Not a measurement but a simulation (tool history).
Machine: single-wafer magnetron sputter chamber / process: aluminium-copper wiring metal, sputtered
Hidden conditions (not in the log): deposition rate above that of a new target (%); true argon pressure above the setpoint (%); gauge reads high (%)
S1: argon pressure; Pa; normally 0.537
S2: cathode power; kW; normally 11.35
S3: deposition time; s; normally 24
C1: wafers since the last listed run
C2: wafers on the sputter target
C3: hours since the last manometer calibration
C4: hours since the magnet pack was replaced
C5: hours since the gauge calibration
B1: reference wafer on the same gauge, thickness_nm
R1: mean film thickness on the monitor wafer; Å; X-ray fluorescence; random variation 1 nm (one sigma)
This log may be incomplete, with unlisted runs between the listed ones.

{"run": 1, "day": 0.0, "S1": 0.537, "S2": 12.4, "S3": 26.6, "C1": 0, "C2": 4419, "C3": 1531.6, "C4": 7590.5, "C5": 726.9, "B1": 372.876, "R1": 5345.95}
{"day": 1.788, "done": "sputter target and shields replaced"}
{"run": 2, "day": 3.825, "S1": 0.537, "S2": 11.35, "S3": 21.4, "C1": 1939, "C2": 1131, "C3": 1623.4, "C4": 7682.3, "C5": 818.7, "B1": 372.83, "R1": 4035.98}
{"run": 3, "day": 7.979, "S1": 0.537, "S2": 11.35, "S3": 21.4, "C1": 2307, "C2": 3438, "C3": 1723.1, "C4": 7782, "C5": 918.4, "B1": 372.811, "R1": 3970.24}
{"run": 4, "day": 9.942, "S1": 0.537, "S2": 11.35, "S3": 21.4, "C1": 1090, "C2": 4528, "C3": 1770.2, "C4": 7829.1, "C5": 965.5, "B1": 372.787, "R1": 3953.92}
{"day": 10.838, "done": "sputter target and shields replaced"}
{"run": 5, "day": 11.571, "S1": 0.537, "S2": 9.55, "S3": 21.5, "C1": 719, "C2": 407, "C3": 1809.3, "C4": 7868.2, "C5": 1004.6, "B1": 373.034, "R1": 3419.64}
{"run": 6, "day": 13.729, "S1": 0.537, "S2": 11.35, "S3": 26.8, "C1": 1198, "C2": 1605, "C3": 1861.1, "C4": 7920, "C5": 1056.4, "B1": 372.707, "R1": 5032.38}
{"day": 13.792, "done": "gauge calibrated"}
{"day": 19.35, "done": "sputter target and shields replaced"}
{"day": 24.629, "done": "capacitance manometer re-zeroed and calibrated"}
{"run": 7, "day": 27.208, "S1": 0.537, "S2": 11.35, "S3": 26.8, "C1": 7116, "C2": 4179, "C3": 61.9, "C4": 8243.5, "C5": 322, "B1": 373.049, "R1": 4870.61}
{"day": 28.325, "done": "magnet pack replaced"}
{"day": 29.746, "done": "sputter target and shields replaced"}
{"run": 8, "day": 29.767, "S1": 0.537, "S2": 11.35, "S3": 26.8, "C1": 1050, "C2": 11, "C3": 123.3, "C4": 34.6, "C5": 383.4, "B1": 372.77, "R1": 5007.53}
{"run": 9, "day": 31.238, "S1": 0.71, "S2": 14.05, "S3": 28.1, "C1": 816, "C2": 828, "C3": 158.6, "C4": 69.9, "C5": 418.7, "B1": 372.832, "R1": 5784.81}
{"run": 10, "day": 34.95, "S1": 0.537, "S2": 11.35, "S3": 24, "C1": 2061, "C2": 2890, "C3": 247.7, "C4": 159, "C5": 507.8, "B1": 372.974, "R1": 4414.98}
{"run": 11, "day": 37.85, "S1": 0.666, "S2": 10.2, "S3": 27.3, "C1": 1610, "C2": 4501, "C3": 317.3, "C4": 228.6, "C5": 577.4, "B1": 373.201, "R1": 4133.11}
{"day": 39.771, "done": "sputter target and shields replaced"}
{"run": 12, "day": 40.9, "S1": 0.392, "S2": 8.75, "S3": 26.9, "C1": 1508, "C2": 626, "C3": 390.5, "C4": 301.8, "C5": 650.6, "B1": 372.886, "R1": 4262.42}
{"run": 13, "day": 43.267, "S1": 0.537, "S2": 10.35, "S3": 24, "C1": 1314, "C2": 1940, "C3": 447.3, "C4": 358.6, "C5": 707.4, "B1": 372.859, "R1": 4063.82}
{"run": 14, "day": 45.296, "S1": 0.445, "S2": 11.35, "S3": 24, "C1": 1127, "C2": 3067, "C3": 496, "C4": 407.3, "C5": 756.1, "B1": 373.005, "R1": 4693.66}

Forecast each of these 3 alternatives for the next run:
{"run": "A", "day": 45.312, "S1": 0.537, "S2": 11.35, "S3": 24, "C1": 9, "C2": 3077, "C3": 496.4, "C4": 407.7, "C5": 756.5, "B1": "?", "R1": "?"}
{"run": "B", "day": 45.312, "S1": 0.7, "S2": 10.55, "S3": 24, "C1": 9, "C2": 3077, "C3": 496.4, "C4": 407.7, "C5": 756.5, "B1": "?", "R1": "?"}
{"run": "C", "day": 45.312, "S1": 0.537, "S2": 9.05, "S3": 24, "C1": 9, "C2": 3077, "C3": 496.4, "C4": 407.7, "C5": 756.5, "B1": "?", "R1": "?"}

run=A B1=372.968 R1=4411.25
run=B B1=372.968 R1=3705.58
run=C B1=372.968 R1=3517.34
Take away the tool's hidden state, keep each run's random variation, and the runs would have read:
run=A R1=4439.01
run=B R1=3708.57
run=C R1=3539.48
